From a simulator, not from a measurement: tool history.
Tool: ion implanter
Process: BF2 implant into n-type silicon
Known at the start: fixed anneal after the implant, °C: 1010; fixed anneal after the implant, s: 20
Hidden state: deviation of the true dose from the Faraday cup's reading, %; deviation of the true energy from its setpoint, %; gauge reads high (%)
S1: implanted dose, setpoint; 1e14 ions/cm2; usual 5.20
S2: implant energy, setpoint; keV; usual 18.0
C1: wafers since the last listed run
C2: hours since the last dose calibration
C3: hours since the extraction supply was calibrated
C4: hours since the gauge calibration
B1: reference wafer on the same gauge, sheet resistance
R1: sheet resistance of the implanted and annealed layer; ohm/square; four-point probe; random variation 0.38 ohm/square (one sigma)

{"run": 1, "hour": 0.0, "S1": 5.2, "S2": 18.0, "C1": 0, "C2": 1620.4, "C3": 5669.9, "C4": 56.2, "B1": 245.99, "R1": 262.84}
{"run": 2, "hour": 11.5, "S1": 5.2, "S2": 18.0, "C1": 378, "C2": 1631.9, "C3": 5681.4, "C4": 67.7, "B1": 246.08, "R1": 261.7}
{"run": 3, "hour": 24.5, "S1": 4.82, "S2": 18.0, "C1": 427, "C2": 1644.9, "C3": 5694.4, "C4": 80.7, "B1": 246.01, "R1": 276.53}
{"run": 4, "hour": 40.9, "S1": 4.82, "S2": 18.0, "C1": 539, "C2": 1661.3, "C3": 5710.8, "C4": 97.1, "B1": 246.03, "R1": 276.87}
{"run": 5, "hour": 47.5, "S1": 6.3, "S2": 18.0, "C1": 217, "C2": 1667.9, "C3": 5717.4, "C4": 103.7, "B1": 246.05, "R1": 233.05}
{"run": 6, "hour": 61.3, "S1": 6.3, "S2": 18.0, "C1": 453, "C2": 1681.7, "C3": 5731.2, "C4": 117.5, "B1": 246.04, "R1": 232.5}
{"run": 7, "hour": 71.0, "S1": 6.3, "S2": 18.0, "C1": 319, "C2": 1691.4, "C3": 5740.9, "C4": 127.2, "B1": 245.93, "R1": 233.14}
{"run": 8, "hour": 84.5, "S1": 5.8, "S2": 18.0, "C1": 444, "C2": 1704.9, "C3": 5754.4, "C4": 140.7, "B1": 246.03, "R1": 244.82}
{"run": 9, "hour": 102.5, "S1": 5.2, "S2": 18.0, "C1": 592, "C2": 1722.9, "C3": 5772.4, "C4": 158.7, "B1": 245.99, "R1": 263.41}
{"run": 10, "hour": 111.5, "S1": 5.2, "S2": 18.0, "C1": 296, "C2": 1731.9, "C3": 5781.4, "C4": 167.7, "B1": 246.02, "R1": 262.87}
{"run": 11, "hour": 123.5, "S1": 5.2, "S2": 18.0, "C1": 394, "C2": 1743.9, "C3": 5793.4, "C4": 179.7, "B1": 245.97, "R1": 263.04}
{"run": 12, "hour": 144.2, "S1": 4.69, "S2": 13.0, "C1": 680, "C2": 1764.6, "C3": 5814.1, "C4": 200.4, "B1": 246.01, "R1": 303.9}
{"hour": 152.8, "done": "Faraday cup replaced and dose calibrated"}
{"run": 13, "hour": 153.3, "S1": 4.69, "S2": 13.0, "C1": 36, "C2": 0.5, "C3": 5823.2, "C4": 209.5, "B1": 245.99, "R1": 293.41}
{"run": 14, "hour": 167.3, "S1": 5.2, "S2": 18.0, "C1": 460, "C2": 14.5, "C3": 5837.2, "C4": 223.5, "B1": 246.04, "R1": 254.25}
{"run": 15, "hour": 173.3, "S1": 5.83, "S2": 16.5, "C1": 197, "C2": 20.5, "C3": 5843.2, "C4": 229.5, "B1": 245.96, "R1": 243.31}
{"run": 16, "hour": 180.3, "S1": 4.38, "S2": 12.5, "C1": 230, "C2": 27.5, "C3": 5850.2, "C4": 236.5, "B1": 245.92, "R1": 310.17}
{"run": 17, "hour": 194.8, "S1": 4.63, "S2": 18.0, "C1": 476, "C2": 42.0, "C3": 5864.7, "C4": 251.0, "B1": 246.0, "R1": 275.02}
{"hour": 201.9, "done": "gauge calibrated"}
{"run": 18, "hour": 203.1, "S1": 6.35, "S2": 23.0, "C1": 273, "C2": 50.3, "C3": 5873.0, "C4": 1.2, "B1": 245.97, "R1": 210.78}
{"run": 19, "hour": 218.8, "S1": 5.2, "S2": 18.0, "C1": 516, "C2": 66.0, "C3": 5888.7, "C4": 16.9, "B1": 246.05, "R1": 254.7}
{"hour": 229.6, "done": "extraction supply calibrated"}
{"run": 20, "hour": 230.1, "S1": 5.87, "S2": 16.0, "C1": 108, "C2": 77.3, "C3": 0.5, "C4": 28.2, "B1": 245.99, "R1": 243.58}
{"run": 21, "hour": 263.6, "S1": 6.61, "S2": 20.5, "C1": 1101, "C2": 110.8, "C3": 34.0, "C4": 61.7, "B1": 245.97, "R1": 212.27}
{"run": 22, "hour": 276.8, "S1": 5.2, "S2": 18.0, "C1": 434, "C2": 124.0, "C3": 47.2, "C4": 74.9, "B1": 245.97, "R1": 254.51}
{"run": 23, "hour": 286.5, "S1": 3.84, "S2": 23.0, "C1": 319, "C2": 133.7, "C3": 56.9, "C4": 84.6, "B1": 245.93, "R1": 304.9}
{"run": 24, "hour": 294.9, "S1": 5.2, "S2": 13.0, "C1": 276, "C2": 142.1, "C3": 65.3, "C4": 93.0, "B1": 246.0, "R1": 276.51}
{"run": 25, "hour": 306.8, "S1": 5.98, "S2": 12.5, "C1": 391, "C2": 154.0, "C3": 77.2, "C4": 104.9, "B1": 246.05, "R1": 258.53}
{"run": 26, "hour": 314.6, "S1": 5.2, "S2": 18.0, "C1": 256, "C2": 161.8, "C3": 85.0, "C4": 112.7, "B1": 246.1, "R1": 255.21}
{"run": 27, "hour": 331.7, "S1": 5.2, "S2": 18.0, "C1": 562, "C2": 178.9, "C3": 102.1, "C4": 129.8, "B1": 246.04, "R1": 254.46}
{"run": 28, "hour": 340.1, "S1": 3.8, "S2": 22.0, "C1": 276, "C2": 187.3, "C3": 110.5, "C4": 138.2, "B1": 246.07, "R1": 308.64}

The tool's hidden state at each run:
deviation of the true energy from its setpoint, %: 0 in every run
gauge reads high (%): 0 in every run
H1: deviation of the true dose from the Faraday cup's reading, %
run=1 H1=-4.54
run=2 H1=-4.6
run=3 H1=-4.67
run=4 H1=-4.76
run=5 H1=-4.8
run=6 H1=-4.87
run=7 H1=-4.93
run=8 H1=-5
run=9 H1=-5.1
run=10 H1=-5.16
run=11 H1=-5.22
run=12 H1=-5.34
run=13 H1=-0.212
run=14 H1=-0.212
run=15 H1=-0.212
run=16 H1=-0.213
run=17 H1=-0.215
run=18 H1=-0.216
run=19 H1=-0.219
run=20 H1=-0.222
run=21 H1=-0.232
run=22 H1=-0.237
run=23 H1=-0.241
run=24 H1=-0.245
run=25 H1=-0.251
run=26 H1=-0.255
run=27 H1=-0.264
run=28 H1=-0.269

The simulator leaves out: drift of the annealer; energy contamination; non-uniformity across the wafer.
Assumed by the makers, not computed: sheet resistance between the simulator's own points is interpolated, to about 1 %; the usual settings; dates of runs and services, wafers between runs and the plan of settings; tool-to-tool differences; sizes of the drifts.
